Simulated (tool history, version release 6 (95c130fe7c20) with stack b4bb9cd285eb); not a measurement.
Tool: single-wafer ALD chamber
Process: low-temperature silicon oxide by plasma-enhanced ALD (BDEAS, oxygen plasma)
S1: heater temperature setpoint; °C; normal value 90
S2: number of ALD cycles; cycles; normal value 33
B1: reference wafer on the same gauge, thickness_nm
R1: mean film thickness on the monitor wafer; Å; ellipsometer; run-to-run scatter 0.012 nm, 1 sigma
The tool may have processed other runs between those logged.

run   hour   S1  S2     B1     R1
  1      0   90  33  4.741  46.37
  2   33.2   90  33  4.742  46.56
  3   99.4   90  33  4.742  46.57
  4  133.4   90  33  4.739   46.6
  5  164.7   90  33  4.738  46.62
     221.6  -- gauge calibrated
  6  250.1   90  37   4.74  52.36
  7  267.7   80  33  4.741  47.93
  8  284.5   90  30  4.741  42.29
  9  320.2   75  29  4.742  42.68
 10  334.8   84  29  4.739  41.95
 11  352.8   98  30   4.74  41.44
 12  369.2  101  27  4.739  36.64
     438.1  -- thermocouple changed; heater temperature recalibrated
 13  462.7   90  33   4.74  46.51
 14    551   90  28  4.741  39.63

Below are 4 alternative next runs, each starting from the tool's condition after run 14. Predict each:
  A  551.5  90  36   ?   ?
  B  551.5  96  31   ?   ?
  C  551.5  99  31   ?   ?
  D  551.5  76  33   ?   ?

run    B1     R1
  A  4.74  50.77
  B  4.74  42.92
  C  4.74  42.52
  D  4.74  48.54
With the hidden condition removed and each run's random variation left untouched, the same runs would have given:
run     R1
  A  50.77
  B  42.92
  C  42.52
  D  48.54

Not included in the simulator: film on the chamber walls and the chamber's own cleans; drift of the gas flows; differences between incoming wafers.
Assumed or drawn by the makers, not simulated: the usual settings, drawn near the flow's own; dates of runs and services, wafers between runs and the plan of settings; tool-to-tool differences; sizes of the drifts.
